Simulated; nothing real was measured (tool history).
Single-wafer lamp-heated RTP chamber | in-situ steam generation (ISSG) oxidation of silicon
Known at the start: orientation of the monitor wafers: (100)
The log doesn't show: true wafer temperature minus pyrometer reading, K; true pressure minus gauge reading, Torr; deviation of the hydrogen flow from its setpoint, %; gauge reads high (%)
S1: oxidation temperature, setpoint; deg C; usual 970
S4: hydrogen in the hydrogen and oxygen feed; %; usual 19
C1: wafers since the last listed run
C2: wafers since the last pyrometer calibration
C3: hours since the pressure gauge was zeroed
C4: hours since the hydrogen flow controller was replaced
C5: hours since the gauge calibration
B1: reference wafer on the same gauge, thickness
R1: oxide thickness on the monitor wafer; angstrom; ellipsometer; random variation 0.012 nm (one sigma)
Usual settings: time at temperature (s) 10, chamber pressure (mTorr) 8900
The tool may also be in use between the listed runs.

run 1 hour=0 | S1=970 time_at_temperature_(s)=10 chamber_pressure_(mTorr)=8900 S4=19 | C1=0 C2=7313 C3=3334.7 C4=4622.7 C5=1485.3 | B1=3.529 | R1=38.53
run 2 hour=63.8 | S1=970 time_at_temperature_(s)=10 chamber_pressure_(mTorr)=8900 S4=19 | C1=622 C2=7935 C3=3398.5 C4=4686.5 C5=1549.1 | B1=3.533 | R1=38.66
run 3 hour=124.8 | S1=970 time_at_temperature_(s)=10 chamber_pressure_(mTorr)=8900 S4=19 | C1=595 C2=8531 C3=3459.5 C4=4747.5 C5=1610.1 | B1=3.533 | R1=38.66
run 4 hour=152.4 | S1=970 time_at_temperature_(s)=10 chamber_pressure_(mTorr)=8900 S4=15 | C1=269 C2=8800 C3=3487.1 C4=4775.1 C5=1637.7 | B1=3.535 | R1=36.47
run 5 hour=180.7 | S1=970 time_at_temperature_(s)=10 chamber_pressure_(mTorr)=8900 S4=15 | C1=276 C2=9076 C3=3515.4 C4=4803.4 C5=1666 | B1=3.53 | R1=36.67
-- hour=211.5 pyrometer window cleaned and pyrometer calibrated
run 6 hour=234 | S1=970 time_at_temperature_(s)=10 chamber_pressure_(mTorr)=8900 S4=15 | C1=442 C2=220 C3=3568.7 C4=4856.7 C5=1719.3 | B1=3.531 | R1=35.57
-- hour=290 pressure gauge zeroed
run 7 hour=291.3 | S1=970 time_at_temperature_(s)=10 chamber_pressure_(mTorr)=8900 S4=19 | C1=481 C2=701 C3=1.3 C4=4914 C5=1776.6 | B1=3.53 | R1=37.66
run 8 hour=318 | S1=970 time_at_temperature_(s)=10 chamber_pressure_(mTorr)=8900 S4=19 | C1=260 C2=961 C3=28 C4=4940.7 C5=1803.3 | B1=3.527 | R1=37.61
run 9 hour=371.6 | S1=970 time_at_temperature_(s)=10 chamber_pressure_(mTorr)=8900 S4=19 | C1=523 C2=1484 C3=81.6 C4=4994.3 C5=1856.9 | B1=3.528 | R1=37.72
run 10 hour=441.1 | S1=970 time_at_temperature_(s)=10 chamber_pressure_(mTorr)=8900 S4=19 | C1=678 C2=2163 C3=151.1 C4=5063.8 C5=1926.4 | B1=3.531 | R1=37.81
run 11 hour=501.6 | S1=970 time_at_temperature_(s)=10 chamber_pressure_(mTorr)=8900 S4=22 | C1=590 C2=2753 C3=211.6 C4=5124.3 C5=1986.9 | B1=3.531 | R1=39.3
run 12 hour=545.4 | S1=976 time_at_temperature_(s)=6 chamber_pressure_(mTorr)=8900 S4=19 | C1=427 C2=3181 C3=255.4 C4=5168.1 C5=2030.7 | B1=3.534 | R1=31.6
run 13 hour=573.9 | S1=970 time_at_temperature_(s)=10 chamber_pressure_(mTorr)=8900 S4=23 | C1=278 C2=3459 C3=283.9 C4=5196.6 C5=2059.2 | B1=3.53 | R1=40.04
-- hour=595.7 gauge calibrated
run 14 hour=616.7 | S1=970 time_at_temperature_(s)=10 chamber_pressure_(mTorr)=8900 S4=11 | C1=417 C2=3877 C3=326.7 C4=5239.4 C5=21 | B1=3.533 | R1=33.33
run 15 hour=649.2 | S1=970 time_at_temperature_(s)=10 chamber_pressure_(mTorr)=7800 S4=19 | C1=317 C2=4194 C3=359.2 C4=5271.9 C5=53.5 | B1=3.525 | R1=38.24
run 16 hour=703.7 | S1=970 time_at_temperature_(s)=6 chamber_pressure_(mTorr)=8900 S4=19 | C1=531 C2=4726 C3=413.7 C4=5326.4 C5=108 | B1=3.533 | R1=31.29
run 17 hour=744.5 | S1=981 time_at_temperature_(s)=10 chamber_pressure_(mTorr)=8900 S4=19 | C1=398 C2=5124 C3=454.5 C4=5367.2 C5=148.8 | B1=3.534 | R1=39.25
run 18 hour=804.6 | S1=970 time_at_temperature_(s)=10 chamber_pressure_(mTorr)=9800 S4=19 | C1=586 C2=5711 C3=514.6 C4=5427.3 C5=208.9 | B1=3.532 | R1=37.79
run 19 hour=837.2 | S1=976 time_at_temperature_(s)=10 chamber_pressure_(mTorr)=8900 S4=19 | C1=318 C2=6029 C3=547.2 C4=5459.9 C5=241.5 | B1=3.53 | R1=38.97
run 20 hour=889.3 | S1=981 time_at_temperature_(s)=9 chamber_pressure_(mTorr)=8500 S4=19 | C1=508 C2=6537 C3=599.3 C4=5512 C5=293.6 | B1=3.526 | R1=38.21
run 21 hour=919.4 | S1=970 time_at_temperature_(s)=10 chamber_pressure_(mTorr)=8900 S4=25 | C1=293 C2=6831 C3=629.4 C4=5542.1 C5=323.7 | B1=3.529 | R1=41.03
run 22 hour=987.7 | S1=970 time_at_temperature_(s)=8 chamber_pressure_(mTorr)=8900 S4=14 | C1=666 C2=7498 C3=697.7 C4=5610.4 C5=392 | B1=3.529 | R1=32.77
-- hour=1005.5 hydrogen flow controller replaced
run 23 hour=1042.4 | S1=951 time_at_temperature_(s)=10 chamber_pressure_(mTorr)=10200 S4=19 | C1=455 C2=7954 C3=752.4 C4=36.9 C5=446.7 | B1=3.531 | R1=35.89
run 24 hour=1069.2 | S1=970 time_at_temperature_(s)=10 chamber_pressure_(mTorr)=8900 S4=19 | C1=261 C2=8215 C3=779.2 C4=63.7 C5=473.5 | B1=3.531 | R1=38.51
-- hour=1110.4 pyrometer window cleaned and pyrometer calibrated
run 25 hour=1118.1 | S1=987 time_at_temperature_(s)=8 chamber_pressure_(mTorr)=8900 S4=22 | C1=399 C2=75 C3=828.1 C4=112.6 C5=522.4 | B1=3.528 | R1=37.27
run 26 hour=1294.4 | S1=990 time_at_temperature_(s)=10 chamber_pressure_(mTorr)=8500 S4=19 | C1=1720 C2=1796 C3=1004.4 C4=288.9 C5=698.7 | B1=3.529 | R1=40.12
run 27 hour=1350.6 | S1=984 time_at_temperature_(s)=10 chamber_pressure_(mTorr)=8900 S4=26 | C1=548 C2=2344 C3=1060.6 C4=345.1 C5=754.9 | B1=3.532 | R1=42.65
run 28 hour=1378.6 | S1=955 time_at_temperature_(s)=12 chamber_pressure_(mTorr)=9400 S4=16 | C1=273 C2=2617 C3=1088.6 C4=373.1 C5=782.9 | B1=3.531 | R1=37.63
run 29 hour=1405.7 | S1=970 time_at_temperature_(s)=10 chamber_pressure_(mTorr)=8900 S4=19 | C1=264 C2=2882 C3=1115.7 C4=400.2 C5=810 | B1=3.529 | R1=37.64
run 30 hour=1434 | S1=970 time_at_temperature_(s)=13 chamber_pressure_(mTorr)=8200 S4=11 | C1=276 C2=3158 C3=1144 C4=428.5 C5=838.3 | B1=3.528 | R1=37.09
run 31 hour=1460 | S1=970 time_at_temperature_(s)=10 chamber_pressure_(mTorr)=8900 S4=19 | C1=253 C2=3412 C3=1170 C4=454.5 C5=864.3 | B1=3.527 | R1=38.09

4 ways to go on from here, each from the tool as it stands after run 31. What would each give?
run A hour=1460.5 | S1=970 time_at_temperature_(s)=10 chamber_pressure_(mTorr)=8900 S4=19 | C1=4 C2=3417 C3=1170.5 C4=455 C5=864.8 | B1=? | R1=?
run B hour=1460.5 | S1=986 time_at_temperature_(s)=10 chamber_pressure_(mTorr)=9400 S4=19 | C1=4 C2=3417 C3=1170.5 C4=455 C5=864.8 | B1=? | R1=?
run C hour=1460.5 | S1=970 time_at_temperature_(s)=10 chamber_pressure_(mTorr)=7900 S4=11 | C1=4 C2=3417 C3=1170.5 C4=455 C5=864.8 | B1=? | R1=?
run D hour=1460.5 | S1=951 time_at_temperature_(s)=12 chamber_pressure_(mTorr)=8900 S4=19 | C1=4 C2=3417 C3=1170.5 C4=455 C5=864.8 | B1=? | R1=?

run=A B1=3.527 R1=37.95
run=B B1=3.527 R1=39.45
run=C B1=3.527 R1=33.47
run=D B1=3.527 R1=38.76
Without the tool's hidden state the same runs would have given:
run=A R1=37.4
run=B R1=38.81
run=C R1=33
run=D R1=38.23

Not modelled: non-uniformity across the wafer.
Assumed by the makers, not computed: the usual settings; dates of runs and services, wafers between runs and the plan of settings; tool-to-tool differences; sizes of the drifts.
